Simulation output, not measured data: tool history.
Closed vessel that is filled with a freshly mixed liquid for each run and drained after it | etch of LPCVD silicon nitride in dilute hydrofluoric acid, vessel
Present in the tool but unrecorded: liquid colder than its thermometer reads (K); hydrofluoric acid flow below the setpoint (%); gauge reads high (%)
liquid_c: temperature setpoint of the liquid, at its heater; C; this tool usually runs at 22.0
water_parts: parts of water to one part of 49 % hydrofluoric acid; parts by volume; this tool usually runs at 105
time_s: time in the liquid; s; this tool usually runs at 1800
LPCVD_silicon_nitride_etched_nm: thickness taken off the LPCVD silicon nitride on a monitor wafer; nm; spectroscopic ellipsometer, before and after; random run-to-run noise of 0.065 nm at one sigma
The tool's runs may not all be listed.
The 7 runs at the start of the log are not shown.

run    hour  liquid_c  water_parts  time_s  wafers since the last listed run  hours since the thermometer was replaced  hours since the hydrofluoric acid flow meter was replaced  hours since the gauge calibration  read-back film thickness of the LPCVD silicon nitride reference wafer, read on the same gauge (nm)  LPCVD_silicon_nitride_etched_nm
  8   597.8      22.0          105    1800                              2293                                    1389.2                                                      808.4                              528.0                                                                                               40.02                             8.52
  9   653.0      22.0          105    1800                              1792                                    1444.4                                                      863.6                              583.2                                                                                               39.99                             8.53
 10   696.6      19.5          105    1800                              1416                                    1488.0                                                      907.2                              626.8                                                                                               39.98                             7.18
 11   748.9      19.5          105    1800                              1698                                    1540.3                                                      959.5                              679.1                                                                                               39.98                             7.23
 12   858.9      19.5          105    1800                              3572                                    1650.3                                                     1069.5                              789.1                                                                                               40.01                             7.15
      998.8  -- hydrofluoric acid flow meter replaced
 13  1119.0      22.0           65    1800                              8415                                    1910.4                                                      120.2                             1049.2                                                                                               39.98                            13.39
 14  1211.5      22.0           65    1800                              3004                                    2002.9                                                      212.7                             1141.7                                                                                               39.99                            13.55
     1250.7  -- thermometer replaced
 15  1304.1      22.0           65    1800                              2975                                      53.4                                                      305.3                             1234.3                                                                                               40.05                            13.58
 16  1356.8      22.0           55    1800                              1711                                     106.1                                                      358.0                             1287.0                                                                                               39.97                            16.20
 17  1430.6      22.0          105    1800                              2397                                     179.9                                                      431.8                             1360.8                                                                                               40.05                             8.46
 18  1508.0      22.0          105    1800                              2513                                     257.3                                                      509.2                             1438.2                                                                                               40.01                             8.49

Estimate the outcome of run 19 from the log above:
 19  1578.6      22.0          105    1800                              2293                                     327.9                                                      579.8                             1508.8                                                                                                   ?                                ?

Run 19 yielded read-back film thickness of the LPCVD silicon nitride reference wafer, read on the same gauge (nm) 40.00, LPCVD_silicon_nitride_etched_nm 8.56 nm.
If the tool had no hidden condition, the same run with the same run-to-run variation would have returned LPCVD_silicon_nitride_etched_nm 8.56 nm.

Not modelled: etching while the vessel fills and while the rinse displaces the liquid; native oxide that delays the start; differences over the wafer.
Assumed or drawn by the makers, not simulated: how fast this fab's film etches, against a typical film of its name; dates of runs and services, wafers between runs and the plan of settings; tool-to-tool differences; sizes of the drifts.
